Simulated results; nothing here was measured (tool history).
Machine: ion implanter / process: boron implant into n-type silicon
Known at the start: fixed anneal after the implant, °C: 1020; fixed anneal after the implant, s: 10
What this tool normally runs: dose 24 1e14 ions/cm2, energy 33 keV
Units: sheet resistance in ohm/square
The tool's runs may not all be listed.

run   hour   dose  energy  read-back reference wafer on the same gauge, sheet resistance  sheet resistance
  1      0  29.41      33                                                          62.73             56.51
  2   39.7  29.41      33                                                          62.71             56.68
  3   82.5  29.41      33                                                          62.72             56.59
  4  115.7     24      33                                                          62.67             63.15
  5  179.5     24      33                                                          62.73             63.11
  6  211.9     24      33                                                          62.73             63.22
  7  245.3     24      33                                                          62.69             62.93
     283.8  -- Faraday cup replaced and dose calibrated
     295.2  -- gauge calibrated
  8  308.1  20.53      41                                                          62.69             70.72
  9  375.9  26.02    43.5                                                          62.74             59.05
     390.6  -- extraction supply calibrated
 10  442.9  21.15    26.5                                                          62.72              73.4
 11    497     24      44                                                          62.71             61.87
 12  560.6     24      33                                                           62.7             65.03
 13  597.5  21.96      33                                                          62.64             68.61
 14  641.9  26.02    43.5                                                          62.68             58.19

Each row is a separate what-if for the run after 14, all from the same tool condition, not one after another. Results?
  A  642.3     24      29                                                              ?                 ?
  B  642.3  26.14    36.5                                                              ?                 ?
  C  642.3   18.8    28.5                                                              ?                 ?

run  read-back reference wafer on the same gauge, sheet resistance  sheet resistance
  A                                                          62.72             66.63
  B                                                          62.72             60.16
  C                                                          62.72             77.74
Had the tool no hidden state, the same runs would have come out as:
run  sheet resistance
  A             67.24
  B             60.75
  C             78.59
